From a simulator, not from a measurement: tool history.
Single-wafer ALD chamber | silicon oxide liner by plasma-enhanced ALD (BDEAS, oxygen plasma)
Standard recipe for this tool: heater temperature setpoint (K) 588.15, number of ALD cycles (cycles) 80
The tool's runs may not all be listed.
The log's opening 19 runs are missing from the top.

run,day,heater temperature setpoint (K),number of ALD cycles (cycles),"read-back reference wafer on the same gauge, thickness_nm",mean film thickness on the monitor wafer (angstrom)
# day 21.546: thermocouple changed; heater temperature recalibrated
20,21.567,582.15,95,6.457,85.08
21,21.812,588.15,93,6.461,82.54
22,23.017,588.15,80,6.461,71.00
23,23.979,588.15,84,6.461,74.03
24,24.712,600.15,80,6.470,69.62
25,25.800,588.15,86,6.461,76.39
26,26.746,580.15,80,6.450,72.22
27,28.125,577.15,80,6.465,72.15
28,29.312,578.15,80,6.460,72.22
29,29.946,593.15,73,6.470,64.12
30,33.054,593.15,93,6.457,81.65

Predict each of these 5 candidate next runs independently; none follows another, all start after run 30:
A,33.075,588.15,90,?,?
B,33.075,588.15,91,?,?
C,33.075,584.15,85,?,?
D,33.075,600.15,93,?,?
E,33.075,576.15,91,?,?

run,"read-back reference wafer on the same gauge, thickness_nm",mean film thickness on the monitor wafer (angstrom)
A,6.461,79.79
B,6.461,80.68
C,6.461,75.81
D,6.461,80.98
E,6.461,82.13
Stripped of hidden state, with their random variation kept, the same runs would have yielded:
run,mean film thickness on the monitor wafer (angstrom)
A,79.79
B,80.68
C,75.81
D,80.98
E,82.13
